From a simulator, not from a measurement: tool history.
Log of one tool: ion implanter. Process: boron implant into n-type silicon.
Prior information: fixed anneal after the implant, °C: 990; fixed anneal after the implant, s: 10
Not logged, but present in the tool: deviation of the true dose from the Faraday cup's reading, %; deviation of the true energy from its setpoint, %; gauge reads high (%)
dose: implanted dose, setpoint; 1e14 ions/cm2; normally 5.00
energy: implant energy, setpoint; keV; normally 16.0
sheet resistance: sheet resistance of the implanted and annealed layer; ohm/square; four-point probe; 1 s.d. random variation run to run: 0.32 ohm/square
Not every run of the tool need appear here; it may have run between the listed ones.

run   hour  dose  energy  wafers since the last listed run  hours since the last dose calibration  hours since the extraction supply was calibrated  hours since the gauge calibration  read-back reference wafer on the same gauge, sheet resistance  sheet resistance
  1    0.0  5.00    19.0                                 0                                 1104.5                                            5632.1                              154.4                                                         230.01            207.39
  2   14.1  5.00    19.0                               459                                 1118.6                                            5646.2                              168.5                                                         230.12            207.20
  3   24.0  5.00    19.0                               322                                 1128.5                                            5656.1                              178.4                                                         229.99            206.69
  4   36.9  5.00    16.0                               420                                 1141.4                                            5669.0                              191.3                                                         229.96            209.77
  5   53.6  5.00    16.0                               544                                 1158.1                                            5685.7                              208.0                                                         229.86            209.47
  6   70.8  5.00    16.0                               560                                 1175.3                                            5702.9                              225.2                                                         229.90            209.86
      80.4  -- Faraday cup replaced and dose calibrated
  7   87.8  5.00    16.0                               293                                    7.4                                            5719.9                              242.2                                                         230.10            212.50
  8   98.3  5.00    16.0                               342                                   17.9                                            5730.4                              252.7                                                         229.95            213.09
     114.2  -- extraction supply calibrated
  9  114.7  4.15    13.5                               273                                   34.3                                               0.5                              269.1                                                         229.98            250.08
 10  116.3  3.94    16.0                                52                                   35.9                                               2.1                              270.7                                                         230.06            257.45
 11  131.6  3.94    16.0                               498                                   51.2                                              17.4                              286.0                                                         229.91            257.86
 12  144.7  3.94    16.0                               427                                   64.3                                              30.5                              299.1                                                         230.03            258.26
 13  157.7  5.00    16.0                               423                                   77.3                                              43.5                              312.1                                                         230.03            213.06
 14  168.3  3.74    16.0                               345                                   87.9                                              54.1                              322.7                                                         229.87            268.62
     176.6  -- gauge calibrated
 15  182.4  5.00    16.0                               459                                  102.0                                              68.2                                5.8                                                         229.92            213.01
 16  196.4  4.53    11.0                               456                                  116.0                                              82.2                               19.8                                                         230.04            235.54
 17  203.1  5.00    16.0                               218                                  122.7                                              88.9                               26.5                                                         230.01            212.49
 18  215.7  3.63    12.5                               410                                  135.3                                             101.5                               39.1                                                         229.86            280.75
 19  221.8  4.43    19.5                               198                                  141.4                                             107.6                               45.2                                                         229.86            231.13
 20  227.9  5.00    11.0                               198                                  147.5                                             113.7                               51.3                                                         229.91            217.14
 21  235.7  6.20    19.0                               254                                  155.3                                             121.5                               59.1                                                         229.89            176.75
 22  252.9  5.00    16.0                               560                                  172.5                                             138.7                               76.3                                                         229.96            212.21
 23  269.4  3.88    19.5                               538                                  189.0                                             155.2                               92.8                                                         229.92            256.34
 24  284.2  3.74    16.0                               482                                  203.8                                             170.0                              107.6                                                         229.96            268.54
 25  299.9  5.00    16.0                               512                                  219.5                                             185.7                              123.3                                                         229.96            211.76
 26  316.7  5.90    16.0                               547                                  236.3                                             202.5                              140.1                                                         229.97            185.78
 27  327.9  5.00    16.0                               365                                  247.5                                             213.7                              151.3                                                         230.07            212.74
 28  343.1  5.00    13.5                               495                                  262.7                                             228.9                              166.5                                                         230.01            214.40
 29  354.8  6.06    12.0                               381                                  274.4                                             240.6                              178.2                                                         230.13            184.60
 30  369.9  5.00    16.0                               492                                  289.5                                             255.7                              193.3                                                         229.99            211.42
 31  392.4  5.96    13.0                               733                                  312.0                                             278.2                              215.8                                                         230.04            186.15
 32  405.1  5.45    16.0                               414                                  324.7                                             290.9                              228.5                                                         230.08            197.69
 33  419.3  5.00    16.0                               463                                  338.9                                             305.1                              242.7                                                         229.89            211.70
 34  429.6  4.02    12.5                               335                                  349.2                                             315.4                              253.0                                                         230.13            256.78
 35  441.2  4.37    10.5                               378                                  360.8                                             327.0                              264.6                                                         229.99            242.08
 36  452.7  3.72    18.0                               375                                  372.3                                             338.5                              276.1                                                         229.95            266.96
 37  466.5  5.00    16.0                               450                                  386.1                                             352.3                              289.9                                                         229.98            211.58

Some steps in sheet resistance between neighbouring runs. How much of each would the tool show without its hidden state too (settings, what came in, random variation), and how much is left for the hidden state, with any gauge scatter that isn't in both results?
Run 6 -> 7: Faraday cup replaced and dose calibrated. sheet resistance +2.64 ohm/square: hidden state +3.78, all else -1.14.
Run 14 -> 15: dose 3.74 -> 5.00, gauge calibrated. sheet resistance -55.61 ohm/square: hidden state -0.08, all else -55.53.
Run 17 -> 18: dose 5.00 -> 3.63, energy 16.0 -> 12.5. sheet resistance +68.26 ohm/square: hidden state -0.04, all else +68.30.
Run 24 -> 25: dose 3.74 -> 5.00. sheet resistance -56.78 ohm/square: hidden state +0.00, all else -56.78.
Run 33 -> 34: dose 5.00 -> 4.02, energy 16.0 -> 12.5. sheet resistance +45.08 ohm/square: hidden state -0.19, all else +45.27.
Run 36 -> 37: dose 3.72 -> 5.00, energy 18.0 -> 16.0. sheet resistance -55.38 ohm/square: hidden state +0.12, all else -55.50.

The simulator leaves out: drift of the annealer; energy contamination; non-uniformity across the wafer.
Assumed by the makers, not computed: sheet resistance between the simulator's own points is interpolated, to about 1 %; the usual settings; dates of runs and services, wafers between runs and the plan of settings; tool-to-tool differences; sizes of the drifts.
